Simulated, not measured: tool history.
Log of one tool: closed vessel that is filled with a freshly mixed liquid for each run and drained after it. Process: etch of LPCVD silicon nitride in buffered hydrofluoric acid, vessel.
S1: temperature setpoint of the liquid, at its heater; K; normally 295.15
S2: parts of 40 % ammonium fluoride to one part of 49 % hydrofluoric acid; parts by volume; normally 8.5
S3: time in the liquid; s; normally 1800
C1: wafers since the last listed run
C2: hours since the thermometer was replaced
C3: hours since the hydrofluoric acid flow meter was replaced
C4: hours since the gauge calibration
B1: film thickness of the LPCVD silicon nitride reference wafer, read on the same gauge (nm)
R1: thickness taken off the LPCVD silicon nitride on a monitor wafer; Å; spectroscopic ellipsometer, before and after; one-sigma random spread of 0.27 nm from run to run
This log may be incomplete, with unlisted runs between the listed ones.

run     day      S1    S2    S3    C1      C2     C3      C4     B1     R1
  1   0.000  295.15   8.5  1800     0   472.8  342.1  1255.0  40.00  301.0
  2   2.871  295.15   7.0  1800  3766   541.7  411.0  1323.9  40.00  379.8
  3   5.704  295.15   8.5  2240  3717   609.7  479.0  1391.9  40.01  391.0
  4   7.346  295.15   8.5  2240  2153   649.1  518.4  1431.3  39.98  399.0
  5   8.912  295.15   8.5  2240  2055   686.7  556.0  1468.9  39.99  394.8
     11.642  -- hydrofluoric acid flow meter replaced
  6  12.321  295.15   8.5  1800  4416   768.5   16.3  1550.7  40.03  299.2
  7  13.954  295.15   8.5  1800  2142   807.7   55.5  1589.9  39.99  297.2
  8  16.838  295.15   8.5  1800  3782   876.9  124.7  1659.1  40.01  303.2
  9  18.896  297.15   8.5  1800  2700   926.3  174.1  1708.5  40.02  341.5
 10  21.171  295.15   8.5  1800  2984   980.9  228.7  1763.1  40.00  309.7
 11  23.388  295.15   8.5  1800  2908  1034.1  281.9  1816.3  40.02  315.6
 12  25.558  295.15   8.5  1800  2848  1086.2  334.0  1868.4  40.03  313.9
 13  29.412  295.15   8.5  1800  5056  1178.7  426.5  1960.9  39.96  320.0
 14  31.025  295.15   8.5  1020  2115  1217.4  465.2  1999.6  40.00  182.2
 15  33.321  295.15  10.0  2275  3012  1272.5  520.3  2054.7  39.99  353.7
 16  36.708  293.15   8.5  2070  4444  1353.8  601.6  2136.0  39.98  337.8
     37.346  -- hydrofluoric acid flow meter replaced
     38.108  -- gauge calibrated
 17  40.075  293.15  12.0  2345  4362  1434.6   65.5    47.2  40.02  267.7
 18  42.425  295.15   8.5  1800  3083  1491.0  121.9   103.6  40.01  316.2
 19  45.004  295.15   8.5  2480  3383  1552.9  183.8   165.5  40.00  441.6

Run 20 has not been measured yet. What should we expect?
     48.050  -- thermometer replaced
 20  51.842  292.65  6.0  2360  8915  91.0  347.9  329.6   ?   ?

B1: 40.02
R1: 473.5 Å
Take away the tool's hidden state, keep the run-to-run variation as it was, and the same run would have given R1 453.6 Å.

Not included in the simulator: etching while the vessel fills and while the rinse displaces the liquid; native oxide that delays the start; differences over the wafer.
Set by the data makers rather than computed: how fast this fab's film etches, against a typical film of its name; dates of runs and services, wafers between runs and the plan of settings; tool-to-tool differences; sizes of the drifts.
